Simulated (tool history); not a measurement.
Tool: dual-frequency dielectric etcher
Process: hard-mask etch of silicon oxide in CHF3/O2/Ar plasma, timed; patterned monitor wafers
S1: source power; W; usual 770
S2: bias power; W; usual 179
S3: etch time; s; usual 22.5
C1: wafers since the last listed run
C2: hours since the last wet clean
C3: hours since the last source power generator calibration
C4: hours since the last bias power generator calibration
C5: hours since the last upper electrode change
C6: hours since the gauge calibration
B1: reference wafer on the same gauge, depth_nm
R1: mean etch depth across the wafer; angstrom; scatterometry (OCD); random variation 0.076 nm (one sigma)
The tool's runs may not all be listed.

run   hour   S1   S2    S3   C1     C2      C3      C4      C5     C6     B1     R1
  1      0  770  162  22.5    0  628.7  4889.1  2118.9  4008.4  309.9  54.48  482.5
  2   26.2  770  162  22.5  282  654.9  4915.3  2145.1  4034.6  336.1   54.5  482.9
      54.1  -- wet clean of the chamber
  3   57.9  770  162  22.5   82    3.8    4947  2176.8  4066.3  367.8  54.51  475.6
  4   84.4  720  179  22.5  285   30.3  4973.5  2203.3  4092.8  394.3  54.51  488.8
  5  110.3  770  158  22.5  279   56.2  4999.4  2229.2  4118.7  420.2  54.48  471.7
  6  136.9  770  179  22.5  286   82.8    5026  2255.8  4145.3  446.8  54.52  496.4
  7  156.9  770  179  22.5  215  102.8    5046  2275.8  4165.3  466.8  54.53    498
  8  179.1  770  179  22.5  239    125  5068.2    2298  4187.5    489   54.5  498.2
  9  198.3  650  179  22.5  206  144.2  5087.4  2317.2  4206.7  508.2  54.48    480
 10    224  650  179  22.5  276  169.9  5113.1  2342.9  4232.4  533.9   54.5  480.8
 11  256.5  670  179  22.5  350  202.4  5145.6  2375.4  4264.9  566.4   54.5  482.9
     304.6  -- gauge calibrated
 12  328.1  860  179  22.5  771    274  5217.2    2447  4336.5   23.5  54.47  513.3
 13  358.6  770  144  17.5  328  304.5  5247.7  2477.5    4367     54   54.5    354
 14  400.1  770  179  22.5  447    346  5289.2    2519  4408.5   95.5  54.54  500.1
 15  418.7  830  195  22.5  200  364.6  5307.8  2537.6  4427.1  114.1  54.49    529
 16  449.4  770  179  22.5  330  395.3  5338.5  2568.3  4457.8  144.8  54.49  501.5
     459.5  -- source power generator calibrated
 17  484.1  870  179  27.5  330    430    24.6    2603  4492.5  179.5  54.47  633.5
 18  501.6  660  215  16.5  188  447.5    42.1  2620.5    4510    197  54.51  384.3
     508.1  -- bias power generator calibrated
 19  534.1  770  179  22.5  307    480    74.6      26  4542.5  229.5  54.51  512.1
 20  558.8  910  179  24.5  266  504.7    99.3    50.7  4567.2  254.2  54.51  579.7
     600.2  -- upper electrode replaced
 21  600.7  650  179  22.5  192  546.6   141.2    92.6     0.5  296.1  54.49    493
 22  620.8  630  210  24.5  216  566.7   161.3   112.7    20.6  316.2  54.54  572.2
 23  637.8  770  179    16  183  583.7   178.3   129.7    37.6  333.2  54.49  364.2
     687.1  -- wet clean of the chamber
 24  717.7  770  179  22.5  602   30.6   258.2   209.6   117.5  413.1   54.5  503.6
 25  738.2  770  147    27  220   51.1   278.7   230.1     138  433.6  54.52  556.5
 26  763.9  830  166    18  276   76.8   304.4   255.8   163.7  459.3   54.5    397
 27    838  840  208  22.5  798  150.9   378.5   329.9   237.8  533.4  54.51  549.4
 28  873.9  770  159  22.5  386  186.8   414.4   365.8   273.7  569.3   54.5  480.1
 29  896.3  880  179  22.5  241  209.2   436.8   388.2   296.1  591.7  54.49  521.4
 30  922.6  770  196  24.5  283  235.5   463.1   414.5   322.4    618  54.51  571.2
 31  957.9  770  179  29.5  380  270.8   498.4   449.8   357.7  653.3   54.5  662.8

3 ways to go on from here, each from the tool as it stands after run 31. What would each give?
  A  958.3  770  179  22.5   4  271.2  498.8  450.2  358.1  653.7   ?   ?
  B  958.3  770  179    29   4  271.2  498.8  450.2  358.1  653.7   ?   ?
  C  958.3  930  179    17   4  271.2  498.8  450.2  358.1  653.7   ?   ?

run    B1     R1
  A  54.5  506.9
  B  54.5  653.3
  C  54.5  400.7
Without the tool's hidden state the same runs would have given:
run     R1
  A  506.6
  B    653
  C  400.5
